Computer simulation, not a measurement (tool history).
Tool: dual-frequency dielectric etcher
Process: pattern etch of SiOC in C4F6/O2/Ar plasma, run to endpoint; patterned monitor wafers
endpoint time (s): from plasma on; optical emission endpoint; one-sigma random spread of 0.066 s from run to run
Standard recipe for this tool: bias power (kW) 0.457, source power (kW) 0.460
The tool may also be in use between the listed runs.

run   hour  bias power (kW)  source power (kW)  wafers since the last listed run  hours since the last wet clean  hours since the last bias power generator calibration  hours since the last source power generator calibration  hours since the last upper electrode change  incoming incoming film thickness, nm  endpoint time (s)
  1    0.0            0.430              0.460                                 0                            55.8                                                 2797.4                                                   1568.2                                       3717.6                                 31.83               11.1
  2   12.3            0.430              0.460                               184                            68.1                                                 2809.7                                                   1580.5                                       3729.9                                 31.64               11.2
  3   38.7            0.457              0.460                               396                            94.5                                                 2836.1                                                   1606.9                                       3756.3                                 31.84               11.0
  4   66.5            0.457              0.460                               417                           122.3                                                 2863.9                                                   1634.7                                       3784.1                                 32.23               11.3
  5   86.5            0.457              0.460                               300                           142.3                                                 2883.9                                                   1654.7                                       3804.1                                 32.07               11.2
  6  103.1            0.457              0.460                               249                           158.9                                                 2900.5                                                   1671.3                                       3820.7                                 32.01               11.1
  7  135.6            0.457              0.460                               487                           191.4                                                 2933.0                                                   1703.8                                       3853.2                                 31.95               11.1
  8  155.1            0.457              0.460                               292                           210.9                                                 2952.5                                                   1723.3                                       3872.7                                 31.88               11.1
  9  175.6            0.457              0.510                               307                           231.4                                                 2973.0                                                   1743.8                                       3893.2                                 31.77               10.7
 10  208.7            0.457              0.510                               496                           264.5                                                 3006.1                                                   1776.9                                       3926.3                                 31.65               10.6
 11  237.7            0.457              0.510                               435                           293.5                                                 3035.1                                                   1805.9                                       3955.3                                 31.97               10.8
 12  264.2            0.371              0.460                               397                           320.0                                                 3061.6                                                   1832.4                                       3981.8                                 31.88               11.9
 13  294.8            0.371              0.460                               459                           350.6                                                 3092.2                                                   1863.0                                       4012.4                                 32.23               12.2
 14  323.3            0.457              0.410                               427                           379.1                                                 3120.7                                                   1891.5                                       4040.9                                 31.93               11.9
 15  352.6            0.457              0.460                               439                           408.4                                                 3150.0                                                   1920.8                                       4070.2                                 31.90               11.4
 16  375.4            0.457              0.460                               342                           431.2                                                 3172.8                                                   1943.6                                       4093.0                                 31.91               11.3
 17  404.2            0.427              0.550                               432                           460.0                                                 3201.6                                                   1972.4                                       4121.8                                 32.05               10.8
     431.7  -- wet clean of the chamber
 18  432.2            0.457              0.530                                60                             0.5                                                 3229.6                                                   2000.4                                       4149.8                                 31.81               10.2
 19  433.9            0.519              0.460                                25                             2.2                                                 3231.3                                                   2002.1                                       4151.5                                 32.13               10.6
 20  536.4            0.486              0.400                              1537                           104.7                                                 3333.8                                                   2104.6                                       4254.0                                 31.59               11.3
 21  548.7            0.427              0.400                               184                           117.0                                                 3346.1                                                   2116.9                                       4266.3                                 31.89               12.0
     562.7  -- bias power generator calibrated
 22  570.5            0.536              0.580                               267                           138.8                                                    7.8                                                   2138.7                                       4288.1                                 31.97                9.4
 23  602.3            0.379              0.570                               477                           170.6                                                   39.6                                                   2170.5                                       4319.9                                 32.08               10.9
     623.4  -- source power generator calibrated
 24  624.6            0.457              0.460                               274                           192.9                                                   61.9                                                      1.2                                       4342.2                                 31.90               11.1
     665.0  -- upper electrode replaced
 25  665.5            0.533              0.460                               253                           233.8                                                  102.8                                                     42.1                                          0.5                                 31.97               10.6
 26  669.6            0.554              0.460                                61                           237.9                                                  106.9                                                     46.2                                          4.6                                 32.03               10.5
 27  699.8            0.490              0.350                               453                           268.1                                                  137.1                                                     76.4                                         34.8                                 32.01               12.4
 28  732.7            0.457              0.460                               493                           301.0                                                  170.0                                                    109.3                                         67.7                                 32.06               11.4
 29  765.0            0.430              0.460                               484                           333.3                                                  202.3                                                    141.6                                        100.0                                 31.71               11.4
 30  798.5            0.557              0.370                               502                           366.8                                                  235.8                                                    175.1                                        133.5                                 32.12               11.5
 31  834.1            0.552              0.520                               534                           402.4                                                  271.4                                                    210.7                                        169.1                                 31.88                9.9
 32  852.1            0.515              0.380                               270                           420.4                                                  289.4                                                    228.7                                        187.1                                 31.96               11.8
 33  865.4            0.457              0.460                               199                           433.7                                                  302.7                                                    242.0                                        200.4                                 31.97               11.3

Hidden state or all else? Some run-to-run changes of endpoint time (s), split into what the settings, what came in and random variation would give without the hidden state, and what is left for the hidden state (with any gauge scatter that isn't in both results):
Hidden state present: etch rate over this chamber's usual, %; bias power that arrives over what is set, %; source power that arrives over what is set, %.
Run 5 -> 6: nothing adjusted, nothing logged. endpoint time (s) -0.1: hidden state +0.1, all else -0.2.
Run 10 -> 11: nothing adjusted, nothing logged. endpoint time (s) +0.2: hidden state +0.1, all else +0.1.
Run 17 -> 18: bias power (kW) 0.427 -> 0.457, source power (kW) 0.550 -> 0.530, wet clean of the chamber. endpoint time (s) -0.6: hidden state -0.4, all else -0.2.
Run 21 -> 22: bias power (kW) 0.427 -> 0.536, source power (kW) 0.400 -> 0.580, bias power generator calibrated. endpoint time (s) -2.6: hidden state -0.1, all else -2.5.
Run 26 -> 27: bias power (kW) 0.554 -> 0.490, source power (kW) 0.460 -> 0.350. endpoint time (s) +1.9: hidden state +0.0, all else +1.9.
Run 31 -> 32: bias power (kW) 0.552 -> 0.515, source power (kW) 0.520 -> 0.380. endpoint time (s) +1.9: hidden state +0.1, all else +1.8.

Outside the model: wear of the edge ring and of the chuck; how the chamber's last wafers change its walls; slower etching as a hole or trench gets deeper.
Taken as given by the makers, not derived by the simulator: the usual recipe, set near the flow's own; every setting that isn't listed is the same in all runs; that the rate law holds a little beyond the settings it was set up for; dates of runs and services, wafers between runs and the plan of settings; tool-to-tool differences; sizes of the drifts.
